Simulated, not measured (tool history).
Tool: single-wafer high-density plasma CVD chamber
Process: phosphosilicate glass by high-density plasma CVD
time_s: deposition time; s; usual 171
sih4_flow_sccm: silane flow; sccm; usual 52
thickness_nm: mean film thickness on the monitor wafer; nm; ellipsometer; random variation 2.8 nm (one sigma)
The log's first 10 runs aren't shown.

run	hour	time_s	sih4_flow_sccm	wafers since the last listed run	hours since the silane flow controller was replaced	hours since the gauge calibration	read-back reference wafer on the same gauge, thickness_nm	thickness_nm
11	708.9	154	52	717	674.1	908.0	878.266	742.707
12	777.5	154	52	642	742.7	976.6	879.359	740.160
13	828.9	171	52	481	794.1	1028.0	880.947	819.753
14	869.1	171	52	376	834.3	1068.2	880.618	818.207
15	939.5	171	52	659	904.7	1138.6	879.273	817.040
16	1038.0	171	52	922	1003.2	1237.1	879.496	814.257
17	1134.0	171	52	898	1099.2	1333.1	879.064	809.802
18	1238.6	171	52	979	1203.8	1437.7	879.366	804.341
19	1342.2	171	52	969	1307.4	1541.3	880.510	813.113
20	1426.5	190	52	789	1391.7	1625.6	879.799	894.319
21	1482.8	191	49	527	1448.0	1681.9	879.117	844.741
22	1569.9	143	48	815	1535.1	1769.0	879.377	618.148
# hour 1602.1: silane flow controller replaced
23	1640.3	171	52	584	38.2	1839.4	880.016	830.541
24	1732.0	171	52	858	129.9	1931.1	881.099	829.901
25	1769.9	155	55	354	167.8	1969.0	880.707	791.808
# hour 1823.8: gauge calibrated
26	1838.2	186	57	639	236.1	14.4	878.962	981.258
27	1896.6	199	43	546	294.5	72.8	880.611	789.815
28	1986.0	194	56	836	383.9	162.2	881.964	1005.810
29	2057.0	171	47	664	454.9	233.2	881.964	742.624
30	2101.6	171	42	417	499.5	277.8	880.072	664.312
31	2197.1	171	52	894	595.0	373.3	879.907	816.592
32	2237.1	171	59	374	635.0	413.3	880.134	921.517
33	2340.0	190	47	963	737.9	516.2	878.586	819.519
34	2419.8	138	52	747	817.7	596.0	879.089	656.607

Forecast each of these 4 alternatives for the next run:
A	2420.2	171	49	3	818.1	596.4	?	?
B	2420.2	183	48	3	818.1	596.4	?	?
C	2420.2	195	57	3	818.1	596.4	?	?
D	2420.2	181	48	3	818.1	596.4	?	?

run	read-back reference wafer on the same gauge, thickness_nm	thickness_nm
A	879.831	770.326
B	879.831	807.560
C	879.831	1021.861
D	879.831	798.734
Without the tool's hidden state the same runs would have given:
run	thickness_nm
A	786.503
B	824.519
C	1043.321
D	815.508
